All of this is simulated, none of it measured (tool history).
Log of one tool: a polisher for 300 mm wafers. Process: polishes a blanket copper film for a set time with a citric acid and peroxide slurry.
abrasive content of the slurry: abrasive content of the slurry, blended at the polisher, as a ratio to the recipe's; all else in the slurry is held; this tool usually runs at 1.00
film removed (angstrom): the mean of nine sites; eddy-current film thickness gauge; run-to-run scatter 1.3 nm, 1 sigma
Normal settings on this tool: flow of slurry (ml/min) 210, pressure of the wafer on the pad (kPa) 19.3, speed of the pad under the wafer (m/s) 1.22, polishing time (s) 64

| run | day | flow of slurry (ml/min) | pressure of the wafer on the pad (kPa) | speed of the pad under the wafer (m/s) | abrasive content of the slurry | polishing time (s) | wafers since the last listed run | wafers polished on this pad | hours since the slurry nozzle was cleaned | hours since the head pressure was calibrated | hours since the slurry blender was calibrated | incoming thickness of the incoming film, nm | film removed (angstrom) |
|---|---|---|---|---|---|---|---|---|---|---|---|---|---|
| 1 | 0.000 | 210 | 19.3 | 1.22 | 1.00 | 64 | 0 | 796 | 182.2 | 307.2 | 30.8 | 1189.0 | 1862 |
| 2 | 0.467 | 210 | 19.3 | 1.22 | 1.00 | 64 | 156 | 952 | 193.4 | 318.4 | 42.0 | 1171.4 | 1898 |
| 3 | 1.142 | 210 | 19.3 | 1.22 | 1.00 | 64 | 225 | 1178 | 209.6 | 334.6 | 58.2 | 1171.3 | 1846 |
| 4 | 1.579 | 210 | 19.3 | 1.22 | 1.00 | 64 | 146 | 1324 | 220.1 | 345.1 | 68.7 | 1166.2 | 1851 |
|  | 2.342 | worn pad replaced by a new one |
| 5 | 2.362 | 210 | 19.3 | 1.22 | 1.00 | 64 | 206 | 6 | 238.9 | 363.9 | 87.5 | 1181.8 | 1857 |
| 6 | 2.588 | 210 | 19.3 | 1.22 | 1.00 | 64 | 75 | 81 | 244.3 | 369.3 | 92.9 | 1172.3 | 1833 |
| 7 | 3.196 | 210 | 19.3 | 1.22 | 1.00 | 64 | 203 | 285 | 258.9 | 383.9 | 107.5 | 1193.2 | 1834 |
| 8 | 3.600 | 210 | 19.3 | 1.22 | 0.80 | 64 | 135 | 420 | 268.6 | 393.6 | 117.2 | 1199.0 | 1757 |
|  | 3.704 | slurry nozzle cleaned |
|  | 5.267 | slurry blender recalibrated |
| 9 | 5.288 | 265 | 13.8 | 1.22 | 1.00 | 64 | 522 | 942 | 38.0 | 434.1 | 0.5 | 1190.6 | 1480 |
| 10 | 5.800 | 210 | 19.3 | 1.22 | 1.00 | 64 | 171 | 1113 | 50.3 | 446.4 | 12.8 | 1188.4 | 1888 |
|  | 6.017 | worn pad replaced by a new one |
| 11 | 6.329 | 210 | 19.3 | 1.22 | 1.00 | 64 | 121 | 104 | 63.0 | 459.1 | 25.5 | 1182.7 | 1893 |
| 12 | 6.825 | 210 | 19.3 | 1.22 | 0.85 | 64 | 165 | 270 | 74.9 | 471.0 | 37.4 | 1170.8 | 1840 |
|  | 7.458 | head pressure recalibrated |
| 13 | 7.479 | 140 | 23.4 | 1.22 | 1.00 | 42 | 190 | 461 | 90.6 | 0.5 | 53.1 | 1158.4 | 1384 |
| 14 | 7.675 | 210 | 19.3 | 1.22 | 1.00 | 64 | 65 | 526 | 95.3 | 5.2 | 57.8 | 1197.5 | 1913 |
| 15 | 8.221 | 270 | 19.3 | 1.00 | 0.90 | 78 | 182 | 709 | 108.4 | 18.3 | 70.9 | 1170.8 | 1965 |
| 16 | 8.825 | 190 | 19.3 | 1.22 | 1.00 | 64 | 202 | 911 | 122.9 | 32.8 | 85.4 | 1174.0 | 1852 |
| 17 | 9.421 | 210 | 24.1 | 1.22 | 1.00 | 81 | 199 | 1110 | 137.2 | 47.1 | 99.7 | 1158.6 | 2856 |
| 18 | 9.725 | 210 | 19.3 | 1.22 | 1.00 | 64 | 101 | 1211 | 144.5 | 54.4 | 107.0 | 1182.3 | 1844 |
|  | 10.075 | worn pad replaced by a new one |
| 19 | 10.408 | 255 | 21.4 | 1.22 | 1.00 | 64 | 172 | 111 | 160.9 | 70.8 | 123.4 | 1178.0 | 2071 |
| 20 | 11.046 | 155 | 23.4 | 1.22 | 1.00 | 64 | 213 | 324 | 176.2 | 86.1 | 138.7 | 1192.7 | 2101 |
| 21 | 11.775 | 170 | 19.3 | 1.22 | 1.00 | 58 | 243 | 568 | 193.7 | 103.6 | 156.2 | 1189.2 | 1673 |
| 22 | 12.142 | 210 | 19.3 | 1.22 | 0.70 | 55 | 122 | 691 | 202.5 | 112.4 | 165.0 | 1196.6 | 1514 |
|  | 12.646 | slurry blender recalibrated |
| 23 | 12.846 | 210 | 19.3 | 1.06 | 1.00 | 64 | 207 | 898 | 219.4 | 129.3 | 4.8 | 1182.0 | 1632 |
| 24 | 13.171 | 210 | 19.3 | 1.22 | 1.00 | 77 | 108 | 1007 | 227.2 | 137.1 | 12.6 | 1171.7 | 2241 |
| 25 | 13.421 | 145 | 19.3 | 0.80 | 1.00 | 64 | 83 | 1090 | 233.2 | 143.1 | 18.6 | 1169.0 | 1237 |
| 26 | 13.721 | 210 | 19.3 | 1.22 | 1.00 | 64 | 100 | 1191 | 240.4 | 150.3 | 25.8 | 1186.5 | 1852 |
|  | 14.683 | worn pad replaced by a new one |
| 27 | 14.779 | 210 | 19.3 | 1.22 | 1.00 | 64 | 298 | 31 | 265.8 | 175.7 | 51.2 | 1197.9 | 1834 |
| 28 | 15.388 | 210 | 19.3 | 1.22 | 1.00 | 64 | 203 | 234 | 280.4 | 190.3 | 65.8 | 1190.3 | 1822 |
|  | 16.054 | slurry nozzle cleaned |
| 29 | 16.083 | 265 | 13.8 | 1.22 | 1.00 | 64 | 218 | 453 | 0.7 | 207.0 | 82.5 | 1181.4 | 1485 |
| 30 | 16.546 | 210 | 15.9 | 1.22 | 1.00 | 64 | 154 | 608 | 11.8 | 218.1 | 93.6 | 1186.4 | 1626 |
| 31 | 17.033 | 275 | 24.1 | 1.22 | 1.25 | 64 | 162 | 771 | 23.5 | 229.8 | 105.3 | 1178.0 | 2433 |

For each run, the measured value with the value that run would have given without the tool's hidden condition subtracted. The run-to-run variation is shared by both, the gauge scatter possibly not:
Unlogged tool condition in this case: removal rate lost through wear of the pad, %; slurry flow missing at the pad, %; deviation of the head's pressure from its setpoint, %; abrasive missing from the slurry, %.
| run | film removed (angstrom) |
|---|---|
| 1 | -30 |
| 2 | -34 |
| 3 | -40 |
| 4 | -45 |
| 5 | -55 |
| 6 | -57 |
| 7 | -66 |
| 8 | -68 |
| 9 | -5 |
| 10 | -8 |
| 11 | -10 |
| 12 | -11 |
| 13 | -12 |
| 14 | -14 |
| 15 | -14 |
| 16 | -19 |
| 17 | -34 |
| 18 | -23 |
| 19 | -27 |
| 20 | -46 |
| 21 | -41 |
| 22 | -35 |
| 23 | -44 |
| 24 | -66 |
| 25 | -49 |
| 26 | -62 |
| 27 | -78 |
| 28 | -88 |
| 29 | -1 |
| 30 | +0 |
| 31 | -1 |

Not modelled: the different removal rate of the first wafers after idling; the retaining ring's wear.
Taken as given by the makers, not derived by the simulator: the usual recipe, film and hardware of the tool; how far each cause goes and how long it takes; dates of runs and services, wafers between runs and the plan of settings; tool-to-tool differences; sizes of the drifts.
